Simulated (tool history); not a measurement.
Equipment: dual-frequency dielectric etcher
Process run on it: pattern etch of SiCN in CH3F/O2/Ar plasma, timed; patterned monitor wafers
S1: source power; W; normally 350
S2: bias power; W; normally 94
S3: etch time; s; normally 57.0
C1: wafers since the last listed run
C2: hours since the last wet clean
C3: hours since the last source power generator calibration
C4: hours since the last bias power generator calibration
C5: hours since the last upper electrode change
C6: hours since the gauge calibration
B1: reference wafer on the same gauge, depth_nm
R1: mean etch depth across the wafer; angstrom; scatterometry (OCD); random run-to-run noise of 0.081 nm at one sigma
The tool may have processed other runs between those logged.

run 1 day=0.000 | S1=350 S2=75 S3=62.5 | C1=0 C2=43.7 C3=1062.7 C4=3258.7 C5=2272.9 C6=264.0 | B1=20.59 | R1=233.7
run 2 day=3.317 | S1=350 S2=94 S3=57.0 | C1=792 C2=123.3 C3=1142.3 C4=3338.3 C5=2352.5 C6=343.6 | B1=20.57 | R1=222.5
run 3 day=7.388 | S1=350 S2=94 S3=57.0 | C1=972 C2=221.0 C3=1240.0 C4=3436.0 C5=2450.2 C6=441.3 | B1=20.58 | R1=224.8
run 4 day=10.262 | S1=350 S2=94 S3=57.0 | C1=686 C2=290.0 C3=1309.0 C4=3505.0 C5=2519.2 C6=510.3 | B1=20.59 | R1=222.3
run 5 day=14.142 | S1=350 S2=103 S3=57.0 | C1=926 C2=383.1 C3=1402.1 C4=3598.1 C5=2612.3 C6=603.4 | B1=20.57 | R1=228.7
run 6 day=17.112 | S1=350 S2=103 S3=57.0 | C1=709 C2=454.4 C3=1473.4 C4=3669.4 C5=2683.6 C6=674.7 | B1=20.60 | R1=229.3
-- day=19.425 wet clean of the chamber
run 7 day=19.500 | S1=350 S2=103 S3=57.0 | C1=331 C2=1.8 C3=1530.7 C4=3726.7 C5=2740.9 C6=732.0 | B1=20.60 | R1=224.9
-- day=20.583 bias power generator calibrated
run 8 day=21.317 | S1=350 S2=94 S3=57.0 | C1=394 C2=45.4 C3=1574.3 C4=17.6 C5=2784.5 C6=775.6 | B1=20.60 | R1=222.0
run 9 day=23.308 | S1=350 S2=94 S3=57.0 | C1=475 C2=93.2 C3=1622.1 C4=65.4 C5=2832.3 C6=823.4 | B1=20.62 | R1=223.7
run 10 day=25.492 | S1=350 S2=94 S3=57.0 | C1=521 C2=145.6 C3=1674.5 C4=117.8 C5=2884.7 C6=875.8 | B1=20.57 | R1=221.7
run 11 day=28.504 | S1=350 S2=94 S3=57.0 | C1=719 C2=217.9 C3=1746.8 C4=190.1 C5=2957.0 C6=948.1 | B1=20.59 | R1=223.5
-- day=29.862 source power generator calibrated
run 12 day=31.829 | S1=350 S2=94 S3=51.5 | C1=754 C2=297.7 C3=47.2 C4=269.9 C5=3036.8 C6=1027.9 | B1=20.61 | R1=202.0
-- day=33.250 upper electrode replaced
run 13 day=34.942 | S1=430 S2=109 S3=47.0 | C1=504 C2=372.4 C3=121.9 C4=344.6 C5=40.6 C6=1102.6 | B1=20.60 | R1=207.2
run 14 day=38.346 | S1=350 S2=94 S3=57.0 | C1=813 C2=454.1 C3=203.6 C4=426.3 C5=122.3 C6=1184.3 | B1=20.61 | R1=224.9
run 15 day=40.196 | S1=420 S2=109 S3=68.5 | C1=441 C2=498.5 C3=248.0 C4=470.7 C5=166.7 C6=1228.7 | B1=20.61 | R1=299.8
-- day=42.362 wet clean of the chamber
run 16 day=43.429 | S1=260 S2=72 S3=73.0 | C1=533 C2=25.6 C3=325.6 C4=548.3 C5=244.3 C6=1306.3 | B1=20.61 | R1=239.8
run 17 day=45.992 | S1=350 S2=94 S3=63.0 | C1=612 C2=87.1 C3=387.1 C4=609.8 C5=305.8 C6=1367.8 | B1=20.59 | R1=243.8
run 18 day=47.721 | S1=420 S2=94 S3=57.0 | C1=413 C2=128.6 C3=428.6 C4=651.3 C5=347.3 C6=1409.3 | B1=20.60 | R1=238.7
run 19 day=49.438 | S1=350 S2=94 S3=57.0 | C1=410 C2=169.8 C3=469.8 C4=692.5 C5=388.5 C6=1450.5 | B1=20.61 | R1=224.3
-- day=50.438 gauge calibrated
run 20 day=51.154 | S1=310 S2=104 S3=66.5 | C1=410 C2=211.0 C3=511.0 C4=733.7 C5=429.7 C6=17.2 | B1=20.61 | R1=252.2
run 21 day=53.358 | S1=420 S2=73 S3=69.0 | C1=526 C2=263.9 C3=563.9 C4=786.6 C5=482.6 C6=70.1 | B1=20.60 | R1=279.1
run 22 day=55.279 | S1=350 S2=77 S3=46.0 | C1=458 C2=310.0 C3=610.0 C4=832.7 C5=528.7 C6=116.2 | B1=20.62 | R1=174.4
run 23 day=58.212 | S1=440 S2=113 S3=49.0 | C1=700 C2=380.4 C3=680.4 C4=903.1 C5=599.1 C6=186.6 | B1=20.61 | R1=219.3
run 24 day=59.754 | S1=400 S2=94 S3=64.0 | C1=368 C2=417.4 C3=717.4 C4=940.1 C5=636.1 C6=223.6 | B1=20.59 | R1=268.3
-- day=62.608 wet clean of the chamber
run 25 day=63.767 | S1=350 S2=94 S3=57.0 | C1=719 C2=27.8 C3=813.7 C4=1036.4 C5=732.4 C6=319.9 | B1=20.61 | R1=221.1

What if the next run were any one of these 4? Each begins from the tool's condition after run 25:
run A day=63.783 | S1=350 S2=81 S3=57.0 | C1=3 C2=28.2 C3=814.1 C4=1036.8 C5=732.8 C6=320.3 | B1=? | R1=?
run B day=63.783 | S1=390 S2=87 S3=47.5 | C1=3 C2=28.2 C3=814.1 C4=1036.8 C5=732.8 C6=320.3 | B1=? | R1=?
run C day=63.783 | S1=350 S2=107 S3=57.0 | C1=3 C2=28.2 C3=814.1 C4=1036.8 C5=732.8 C6=320.3 | B1=? | R1=?
run D day=63.783 | S1=410 S2=94 S3=57.0 | C1=3 C2=28.2 C3=814.1 C4=1036.8 C5=732.8 C6=320.3 | B1=? | R1=?

run=A B1=20.59 R1=214.0
run=B B1=20.59 R1=188.7
run=C B1=20.59 R1=225.5
run=D B1=20.59 R1=234.3
Had the tool no hidden state, the same runs would have come out as:
run=A R1=214.5
run=B R1=189.1
run=C R1=226.0
run=D R1=234.8
